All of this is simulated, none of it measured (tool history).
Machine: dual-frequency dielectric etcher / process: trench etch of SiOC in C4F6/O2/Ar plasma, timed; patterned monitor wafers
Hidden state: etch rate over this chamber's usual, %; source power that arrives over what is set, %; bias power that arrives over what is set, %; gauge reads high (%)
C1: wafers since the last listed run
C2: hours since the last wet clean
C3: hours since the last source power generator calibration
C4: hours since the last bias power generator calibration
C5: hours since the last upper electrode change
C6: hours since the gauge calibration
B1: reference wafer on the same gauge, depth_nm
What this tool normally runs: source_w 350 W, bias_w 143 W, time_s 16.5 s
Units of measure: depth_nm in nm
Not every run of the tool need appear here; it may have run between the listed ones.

Run 1, hour 0: usual settings but time_s 15.5 s; C1 0; C2 245.3; C3 3840.5; C4 3968.2; C5 3974.9; C6 166.5; B1 24.78. Result: depth_nm 27.54 nm.
Run 2, hour 32.7: usual settings but time_s 15.5 s; C1 424; C2 278; C3 3873.2; C4 4000.9; C5 4007.6; C6 199.2; B1 24.78. Result: depth_nm 27.83 nm.
Run 3, hour 63.1: usual settings but time_s 15.5 s; C1 394; C2 308.4; C3 3903.6; C4 4031.3; C5 4038; C6 229.6; B1 24.83. Result: depth_nm 27.69 nm.
Run 4, hour 86.6: usual settings but time_s 20 s; C1 304; C2 331.9; C3 3927.1; C4 4054.8; C5 4061.5; C6 253.1; B1 24.8. Result: depth_nm 35.45 nm.
Run 5, hour 111.6: usual settings but time_s 20 s; C1 324; C2 356.9; C3 3952.1; C4 4079.8; C5 4086.5; C6 278.1; B1 24.78. Result: depth_nm 35.39 nm.
Run 6, hour 145.4: usual settings; C1 438; C2 390.7; C3 3985.9; C4 4113.6; C5 4120.3; C6 311.9; B1 24.81. Result: depth_nm 29.3 nm.
At hour 205: upper electrode replaced.
Run 7, hour 205.5: usual settings; C1 468; C2 450.8; C3 4046; C4 4173.7; C5 0.5; C6 372; B1 24.81. Result: depth_nm 29.17 nm.
Run 8, hour 224.1: usual settings; C1 241; C2 469.4; C3 4064.6; C4 4192.3; C5 19.1; C6 390.6; B1 24.82. Result: depth_nm 28.68 nm.
Run 9, hour 250: usual settings; C1 335; C2 495.3; C3 4090.5; C4 4218.2; C5 45; C6 416.5; B1 24.79. Result: depth_nm 28.92 nm.
At hour 267.5: source power generator calibrated.
Run 10, hour 268: usual settings but source_w 310 W; C1 181; C2 513.3; C3 0.5; C4 4236.2; C5 63; C6 434.5; B1 24.79. Result: depth_nm 27.67 nm.
At hour 308.3: wet clean of the chamber.
Run 11, hour 308.8: usual settings but bias_w 159 W; C1 217; C2 0.5; C3 41.3; C4 4277; C5 103.8; C6 475.3; B1 24.8. Result: depth_nm 30.65 nm.
At hour 318.9: gauge calibrated.
Run 12, hour 328.6: usual settings but source_w 270 W, bias_w 127 W, time_s 13.5 s; C1 256; C2 20.3; C3 61.1; C4 4296.8; C5 123.6; C6 9.7; B1 24.79. Result: depth_nm 21.32 nm.
At hour 336: bias power generator calibrated.
Run 13, hour 352.5: usual settings but bias_w 159 W; C1 258; C2 44.2; C3 85; C4 16.5; C5 147.5; C6 33.6; B1 24.79. Result: depth_nm 30.51 nm.
Run 14, hour 379.8: usual settings but time_s 13.5 s; C1 354; C2 71.5; C3 112.3; C4 43.8; C5 174.8; C6 60.9; B1 24.8. Result: depth_nm 24.22 nm.
Run 15, hour 402: usual settings but source_w 410 W, time_s 13.5 s; C1 287; C2 93.7; C3 134.5; C4 66; C5 197; C6 83.1; B1 24.82. Result: depth_nm 25.8 nm.
Run 16, hour 418.5: usual settings; C1 214; C2 110.2; C3 151; C4 82.5; C5 213.5; C6 99.6; B1 24.82. Result: depth_nm 29.44 nm.
Run 17, hour 439.7: usual settings but source_w 390 W, bias_w 153 W, time_s 20.5 s; C1 274; C2 131.4; C3 172.2; C4 103.7; C5 234.7; C6 120.8; B1 24.82. Result: depth_nm 38.98 nm.
Run 18, hour 470.9: usual settings but source_w 270 W, bias_w 111 W, time_s 13.5 s; C1 404; C2 162.6; C3 203.4; C4 134.9; C5 265.9; C6 152; B1 24.81. Result: depth_nm 20.58 nm.
Run 19, hour 495.9: usual settings but source_w 400 W, bias_w 132 W, time_s 19.5 s; C1 324; C2 187.6; C3 228.4; C4 159.9; C5 290.9; C6 177; B1 24.79. Result: depth_nm 35.89 nm.
Run 20, hour 516: usual settings but bias_w 131 W, time_s 13 s; C1 260; C2 207.7; C3 248.5; C4 180; C5 311; C6 197.1; B1 24.8. Result: depth_nm 22.71 nm.
Run 21, hour 541.1: usual settings but source_w 420 W; C1 325; C2 232.8; C3 273.6; C4 205.1; C5 336.1; C6 222.2; B1 24.81. Result: depth_nm 31.55 nm.
Run 22, hour 563.7: usual settings but source_w 380 W, bias_w 124 W; C1 293; C2 255.4; C3 296.2; C4 227.7; C5 358.7; C6 244.8; B1 24.78. Result: depth_nm 29.2 nm.
Run 23, hour 596.8: usual settings but bias_w 159 W, time_s 21.5 s; C1 429; C2 288.5; C3 329.3; C4 260.8; C5 391.8; C6 277.9; B1 24.81. Result: depth_nm 38.81 nm.

Below are 3 alternative next runs, each starting from the tool's condition after run 23. Predict each:
Run A, hour 597.2: usual settings but source_w 390 W; C1 5; C2 288.9; C3 329.7; C4 261.2; C5 392.2; C6 278.3; B1 ?. Result: depth_nm ?.
Run B, hour 597.2: usual settings but bias_w 161 W, time_s 12.5 s; C1 5; C2 288.9; C3 329.7; C4 261.2; C5 392.2; C6 278.3; B1 ?. Result: depth_nm ?.
Run C, hour 597.2: usual settings but bias_w 153 W, time_s 15 s; C1 5; C2 288.9; C3 329.7; C4 261.2; C5 392.2; C6 278.3; B1 ?. Result: depth_nm ?.

run     B1  depth_nm
  A  24.82     30.26
  B  24.82     22.63
  C  24.82      26.8
Without the tool's hidden state the same runs would have given:
run  depth_nm
  A     30.98
  B     23.17
  C     27.44
